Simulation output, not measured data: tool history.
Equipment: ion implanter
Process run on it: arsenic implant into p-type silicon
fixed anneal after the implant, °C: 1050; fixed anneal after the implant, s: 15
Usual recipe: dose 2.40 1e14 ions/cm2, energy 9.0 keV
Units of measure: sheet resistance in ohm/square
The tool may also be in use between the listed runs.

run,day,dose,energy,wafers since the last listed run,hours since the last dose calibration,hours since the extraction supply was calibrated,hours since the gauge calibration,"read-back reference wafer on the same gauge, sheet resistance",sheet resistance
1,0.000,2.68,9.0,0,545.9,4040.2,96.4,407.06,337.88
2,3.417,2.68,9.0,797,627.9,4122.2,178.4,407.95,336.15
3,7.617,2.68,9.0,980,728.7,4223.0,279.2,408.19,334.36
4,11.275,2.40,9.0,853,816.5,4310.8,367.0,407.74,365.23
5,15.596,2.40,9.0,1008,920.2,4414.5,470.7,407.68,365.38
6,19.204,2.40,9.0,842,1006.8,4501.1,557.3,408.55,362.53
7,22.492,2.40,6.5,767,1085.7,4580.0,636.2,408.42,369.60
8,24.783,2.40,9.0,534,1140.7,4635.0,691.2,408.18,365.08
9,28.908,2.40,9.0,962,1239.7,4734.0,790.2,407.98,361.85
# day 29.621: Faraday cup replaced and dose calibrated
10,32.529,2.40,11.5,767,69.8,4820.9,877.1,407.57,383.37
11,35.538,2.40,9.0,702,142.0,4893.1,949.3,408.71,388.95
# day 39.792: extraction supply calibrated
12,39.812,2.40,9.0,919,244.6,0.5,1051.9,408.43,388.81
13,42.138,2.40,9.0,542,300.4,56.3,1107.7,407.77,387.75
# day 43.567: Faraday cup replaced and dose calibrated, repeated, since the last time left the tool worse
14,45.458,2.40,10.5,697,45.4,136.0,1187.4,408.63,366.85
15,49.217,2.85,9.0,877,135.6,226.2,1277.6,408.33,324.01
16,50.888,2.76,10.0,389,175.7,266.3,1317.7,407.77,325.42
17,52.392,2.63,12.0,351,211.8,302.4,1353.8,408.31,335.35
18,55.108,1.72,8.0,634,277.0,367.6,1419.0,408.70,482.79
19,56.771,2.20,6.0,388,316.9,407.5,1458.9,407.97,404.75
# day 60.046: gauge calibrated
20,61.021,2.21,12.0,991,418.9,509.5,23.4,408.28,380.71
21,65.138,3.11,6.0,960,517.7,608.3,122.2,407.59,303.26
22,67.038,2.40,12.0,443,563.3,653.9,167.8,408.12,356.66
23,69.771,2.40,9.0,637,628.9,719.5,233.4,407.54,366.35
24,71.850,2.75,6.5,485,678.8,769.4,283.3,407.68,332.28
25,73.717,2.40,9.0,435,723.6,814.2,328.1,407.68,362.90
26,75.708,2.40,9.0,464,771.4,862.0,375.9,408.01,364.49
27,78.858,2.40,9.0,735,847.0,937.6,451.5,408.24,365.46

The next listed run, before its measurement:
28,80.704,1.72,8.0,430,891.3,981.9,495.8,?,?

read-back reference wafer on the same gauge, sheet resistance: 408.24
sheet resistance: 476.47 ohm/square
Minus the tool's unlogged condition, the same run would have read sheet resistance 488.15 ohm/square.
